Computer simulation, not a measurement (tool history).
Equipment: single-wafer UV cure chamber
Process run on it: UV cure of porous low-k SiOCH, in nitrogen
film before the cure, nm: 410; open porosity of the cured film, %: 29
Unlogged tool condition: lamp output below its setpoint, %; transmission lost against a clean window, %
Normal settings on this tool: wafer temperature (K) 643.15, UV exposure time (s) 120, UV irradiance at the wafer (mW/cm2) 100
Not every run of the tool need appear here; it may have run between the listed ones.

| run | hour | wafer temperature (K) | UV exposure time (s) | UV irradiance at the wafer (mW/cm2) | wafers since the last listed run | hours since the UV bulbs were replaced | wafers since the quartz window was cleaned | loss of film thickness in the cure (%) |
|---|---|---|---|---|---|---|---|---|
| 1 | 0 | 643.15 | 120 | 123 | 0 | 1916.2 | 423 | 10.961 |
| 2 | 53.4 | 643.15 | 120 | 100 | 281 | 1969.6 | 704 | 9.906 |
| 3 | 95.4 | 635.15 | 120 | 100 | 221 | 2011.6 | 925 | 9.359 |
| 4 | 157.3 | 635.15 | 120 | 100 | 326 | 2073.5 | 1251 | 9.778 |
|  | 185.1 | quartz window cleaned |
| 5 | 185.6 | 643.15 | 105 | 100 | 106 | 2101.8 | 2 | 9.298 |
| 6 | 221.1 | 643.15 | 120 | 100 | 187 | 2137.3 | 189 | 9.855 |
| 7 | 248.3 | 643.15 | 140 | 113 | 143 | 2164.5 | 333 | 11.052 |
| 8 | 282.1 | 643.15 | 120 | 100 | 178 | 2198.3 | 511 | 9.991 |
| 9 | 317.9 | 643.15 | 120 | 100 | 188 | 2234.1 | 699 | 9.689 |
| 10 | 347 | 643.15 | 120 | 100 | 153 | 2263.2 | 853 | 9.609 |
| 11 | 410.4 | 643.15 | 120 | 100 | 334 | 2326.6 | 1187 | 9.926 |
| 12 | 457.2 | 643.15 | 120 | 100 | 246 | 2373.4 | 1433 | 9.983 |
|  | 469.6 | quartz window cleaned |
| 13 | 499.4 | 643.15 | 120 | 100 | 180 | 2415.6 | 157 | 9.766 |
| 14 | 547.5 | 643.15 | 120 | 100 | 253 | 2463.7 | 410 | 9.64 |
| 15 | 608.7 | 643.15 | 150 | 111 | 322 | 2524.9 | 732 | 11.243 |
| 16 | 637.8 | 643.15 | 155 | 119 | 153 | 2554 | 886 | 11.77 |
| 17 | 694.2 | 628.15 | 180 | 126 | 297 | 2610.4 | 1183 | 12.399 |
| 18 | 723.2 | 643.15 | 120 | 100 | 152 | 2639.4 | 1336 | 9.874 |
|  | 759.3 | quartz window cleaned |
|  | 791 | UV bulbs replaced |
| 19 | 791.5 | 643.15 | 120 | 84 | 275 | 0.5 | 127 | 8.928 |
| 20 | 830.6 | 643.15 | 120 | 100 | 206 | 39.6 | 333 | 9.762 |
| 21 | 870 | 636.15 | 190 | 123 | 207 | 79 | 540 | 13.273 |
| 22 | 906.3 | 643.15 | 120 | 90 | 191 | 115.3 | 732 | 9.198 |

Predict the results of run 23:
| 23 | 971.1 | 643.15 | 120 | 100 | 341 | 180.1 | 1073 | ? |

Run 23 produced loss of film thickness in the cure (%) 9.875.
Minus the tool's unlogged condition, the same run would have read loss of film thickness in the cure (%) 9.875.

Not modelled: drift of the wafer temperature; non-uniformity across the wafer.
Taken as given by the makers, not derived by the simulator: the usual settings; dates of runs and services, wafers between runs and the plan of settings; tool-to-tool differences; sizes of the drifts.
